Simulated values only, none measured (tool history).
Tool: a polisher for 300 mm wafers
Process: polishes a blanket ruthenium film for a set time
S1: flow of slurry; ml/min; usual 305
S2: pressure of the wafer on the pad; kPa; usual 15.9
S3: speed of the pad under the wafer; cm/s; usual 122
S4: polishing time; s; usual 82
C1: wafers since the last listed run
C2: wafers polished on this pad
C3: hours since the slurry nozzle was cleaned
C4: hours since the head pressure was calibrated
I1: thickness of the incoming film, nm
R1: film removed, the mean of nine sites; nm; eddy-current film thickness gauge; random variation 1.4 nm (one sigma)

| run | day | S1 | S2 | S3 | S4 | C1 | C2 | C3 | C4 | I1 | R1 |
|---|---|---|---|---|---|---|---|---|---|---|---|
| 1 | 0 | 305 | 15.9 | 122 | 82 | 0 | 3957 | 101.7 | 513.8 | 580.7 | 155.2 |
|  | 0.95 | worn pad replaced by a new one |
| 2 | 2.633 | 305 | 15.9 | 122 | 82 | 424 | 289 | 164.9 | 577 | 593.4 | 156.9 |
| 3 | 7 | 305 | 15.9 | 122 | 82 | 750 | 1039 | 269.7 | 681.8 | 577.7 | 157.4 |
| 4 | 9.475 | 265 | 15.9 | 122 | 82 | 425 | 1465 | 329.1 | 741.2 | 583.8 | 156.9 |
| 5 | 12.15 | 265 | 15.9 | 122 | 82 | 459 | 1925 | 393.3 | 805.4 | 585.9 | 156.7 |
| 6 | 15.979 | 265 | 15.9 | 122 | 82 | 658 | 2583 | 485.2 | 897.3 | 580.5 | 159.7 |
| 7 | 19.133 | 305 | 15.9 | 122 | 82 | 542 | 3125 | 560.9 | 973 | 592.6 | 165.3 |
| 8 | 21.1 | 305 | 15.9 | 122 | 82 | 338 | 3463 | 608.1 | 1020.2 | 587.6 | 163.4 |
|  | 23.546 | slurry nozzle cleaned |
| 9 | 24.962 | 305 | 15.9 | 122 | 61 | 656 | 4120 | 34 | 1112.9 | 582.6 | 124.8 |
|  | 27.775 | worn pad replaced by a new one |
| 10 | 27.846 | 305 | 15.9 | 122 | 93 | 467 | 12 | 103.2 | 1182.1 | 581.4 | 193.6 |
| 11 | 29.95 | 305 | 15.9 | 122 | 82 | 361 | 373 | 153.7 | 1232.6 | 593 | 170.1 |
|  | 33.271 | head pressure recalibrated |
| 12 | 34.233 | 305 | 15.9 | 122 | 82 | 722 | 1095 | 256.5 | 23.1 | 586.4 | 148.5 |
| 13 | 37.238 | 305 | 15.9 | 110 | 82 | 516 | 1612 | 328.6 | 95.2 | 590.7 | 136.2 |
| 14 | 41.5 | 305 | 15.9 | 110 | 82 | 732 | 2345 | 430.9 | 197.5 | 587.4 | 138.2 |
| 15 | 43.6 | 305 | 15.9 | 110 | 82 | 361 | 2706 | 481.3 | 247.9 | 593.1 | 138.3 |
| 16 | 45.15 | 370 | 15.9 | 122 | 82 | 266 | 2972 | 518.5 | 285.1 | 578 | 155.1 |
|  | 46.604 | slurry nozzle cleaned |
| 17 | 48.592 | 375 | 15.9 | 122 | 67 | 584 | 3557 | 47.7 | 367.7 | 600.2 | 122.6 |
| 18 | 50.675 | 305 | 10.3 | 152 | 91 | 358 | 3915 | 97.7 | 417.7 | 600.4 | 131.3 |
|  | 54.483 | worn pad replaced by a new one |
| 19 | 54.638 | 305 | 10.3 | 122 | 82 | 652 | 26 | 192.8 | 512.8 | 589.6 | 98.3 |
| 20 | 56.854 | 305 | 15.9 | 122 | 82 | 381 | 407 | 246 | 566 | 587.7 | 152.9 |
| 21 | 59.138 | 410 | 13.1 | 144 | 82 | 392 | 800 | 300.8 | 620.8 | 581.5 | 146.1 |
| 22 | 60.812 | 305 | 15.9 | 122 | 61 | 287 | 1088 | 341 | 661 | 582.9 | 114.1 |
| 23 | 62.538 | 305 | 15.9 | 122 | 82 | 296 | 1384 | 382.4 | 702.4 | 588.6 | 153.6 |
| 24 | 65.642 | 330 | 13.1 | 122 | 73 | 533 | 1918 | 456.9 | 776.9 | 599.3 | 115.3 |
|  | 68.454 | slurry nozzle cleaned |
| 25 | 69.854 | 215 | 15.9 | 94 | 96 | 717 | 2635 | 33.6 | 878 | 596.6 | 145.4 |
| 26 | 72.075 | 215 | 11 | 108 | 82 | 381 | 3017 | 86.9 | 931.3 | 597.2 | 95.8 |
| 27 | 74.567 | 375 | 20 | 122 | 82 | 428 | 3445 | 146.7 | 991.1 | 589.3 | 201.9 |
| 28 | 78.917 | 305 | 12.4 | 122 | 82 | 747 | 4193 | 251.1 | 1095.5 | 595.6 | 124.1 |
|  | 82.571 | worn pad replaced by a new one |
| 29 | 82.608 | 305 | 17.2 | 96 | 82 | 606 | 6 | 339.7 | 1184.1 | 583.7 | 148.9 |
|  | 82.708 | head pressure recalibrated |
| 30 | 85.725 | 305 | 18.6 | 122 | 82 | 521 | 528 | 414.5 | 72.4 | 581.9 | 179.7 |
| 31 | 87.654 | 260 | 15.9 | 122 | 107 | 331 | 859 | 460.8 | 118.7 | 585.7 | 197.8 |
|  | 90.662 | slurry nozzle cleaned |
| 32 | 91.471 | 360 | 15.9 | 122 | 82 | 649 | 1508 | 19.4 | 210.3 | 588.1 | 155.2 |
| 33 | 94.583 | 305 | 15.9 | 122 | 82 | 535 | 2043 | 94.1 | 285 | 590.9 | 154 |
| 34 | 98.288 | 305 | 20.7 | 122 | 82 | 636 | 2680 | 183 | 373.9 | 593.8 | 203.3 |
| 35 | 101.029 | 305 | 15.9 | 156 | 82 | 471 | 3152 | 248.8 | 439.7 | 591.5 | 188.1 |
| 36 | 103.438 | 305 | 15.9 | 122 | 82 | 414 | 3566 | 306.6 | 497.5 | 590.3 | 155.2 |
|  | 107.029 | worn pad replaced by a new one |
| 37 | 107.875 | 305 | 15.9 | 122 | 108 | 734 | 145 | 413.1 | 604 | 589.7 | 205.2 |
| 38 | 111.225 | 305 | 15.9 | 122 | 104 | 575 | 721 | 493.5 | 684.4 | 585.5 | 200.2 |

3 ways to go on from here, each from the tool as it stands after run 38. What would each give?
| A | 111.246 | 305 | 15.9 | 122 | 82 | 3 | 725 | 494 | 684.9 | 581.4 | ? |
| B | 111.246 | 305 | 11.7 | 122 | 69 | 3 | 725 | 494 | 684.9 | 581.4 | ? |
| C | 111.246 | 305 | 15.9 | 122 | 95 | 3 | 725 | 494 | 684.9 | 581.4 | ? |

| run | R1 |
|---|---|
| A | 159.2 |
| B | 99 |
| C | 184.4 |
Without the tool's hidden state the same runs would have given:
| run | R1 |
|---|---|
| A | 150.9 |
| B | 93.9 |
| C | 174.9 |
